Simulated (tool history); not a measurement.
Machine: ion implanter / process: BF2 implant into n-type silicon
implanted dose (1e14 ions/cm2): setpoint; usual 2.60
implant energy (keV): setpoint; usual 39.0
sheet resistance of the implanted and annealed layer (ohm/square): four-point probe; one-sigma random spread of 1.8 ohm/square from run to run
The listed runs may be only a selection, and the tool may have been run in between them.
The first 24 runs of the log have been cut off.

| run | day | implanted dose (1e14 ions/cm2) | implant energy (keV) | wafers since the last listed run | hours since the last dose calibration | hours since the extraction supply was calibrated | hours since the gauge calibration | read-back reference wafer on the same gauge, sheet resistance | sheet resistance of the implanted and annealed layer (ohm/square) |
|---|---|---|---|---|---|---|---|---|---|
|  | 54.800 | Faraday cup replaced and dose calibrated |
| 25 | 55.867 | 2.60 | 39.0 | 854 | 25.6 | 293.4 | 3270.6 | 418.45 | 429.40 |
| 26 | 58.017 | 2.07 | 27.5 | 1175 | 77.2 | 345.0 | 3322.2 | 419.59 | 545.42 |
| 27 | 65.746 | 2.60 | 39.0 | 4225 | 262.7 | 530.5 | 3507.7 | 418.63 | 431.00 |
|  | 65.762 | gauge calibrated |
| 28 | 67.792 | 2.00 | 43.5 | 1118 | 311.8 | 579.6 | 48.7 | 418.57 | 527.63 |
| 29 | 69.754 | 2.99 | 28.5 | 1072 | 358.9 | 626.7 | 95.8 | 418.79 | 396.06 |
| 30 | 71.454 | 2.40 | 39.0 | 929 | 399.7 | 667.5 | 136.6 | 418.34 | 464.58 |
| 31 | 73.088 | 2.00 | 44.5 | 892 | 438.9 | 706.7 | 175.8 | 418.85 | 529.39 |
| 32 | 75.371 | 2.60 | 39.0 | 1248 | 493.7 | 761.5 | 230.6 | 418.54 | 432.08 |
| 33 | 76.558 | 1.91 | 35.0 | 649 | 522.2 | 790.0 | 259.1 | 419.12 | 566.87 |
| 34 | 84.742 | 2.88 | 39.0 | 4473 | 718.6 | 986.4 | 455.5 | 418.73 | 402.52 |
| 35 | 87.217 | 1.82 | 52.0 | 1353 | 778.0 | 1045.8 | 514.9 | 418.87 | 562.37 |
| 36 | 89.700 | 2.60 | 39.0 | 1357 | 837.6 | 1105.4 | 574.5 | 419.28 | 437.65 |

Branching from run 36: 5 alternative next runs. What would each branch give?
| A | 89.717 | 1.87 | 39.0 | 9 | 838.0 | 1105.8 | 574.9 | ? | ? |
| B | 89.717 | 2.99 | 39.0 | 9 | 838.0 | 1105.8 | 574.9 | ? | ? |
| C | 89.717 | 2.60 | 52.0 | 9 | 838.0 | 1105.8 | 574.9 | ? | ? |
| D | 89.717 | 2.24 | 28.0 | 9 | 838.0 | 1105.8 | 574.9 | ? | ? |
| E | 89.717 | 1.91 | 47.5 | 9 | 838.0 | 1105.8 | 574.9 | ? | ? |

| run | read-back reference wafer on the same gauge, sheet resistance | sheet resistance of the implanted and annealed layer (ohm/square) |
|---|---|---|
| A | 418.57 | 577.76 |
| B | 418.57 | 392.04 |
| C | 418.57 | 425.00 |
| D | 418.57 | 517.86 |
| E | 418.57 | 553.99 |
With no hidden state in the tool, these same runs would have given:
| run | sheet resistance of the implanted and annealed layer (ohm/square) |
|---|---|
| A | 569.71 |
| B | 386.41 |
| C | 419.01 |
| D | 510.46 |
| E | 546.26 |
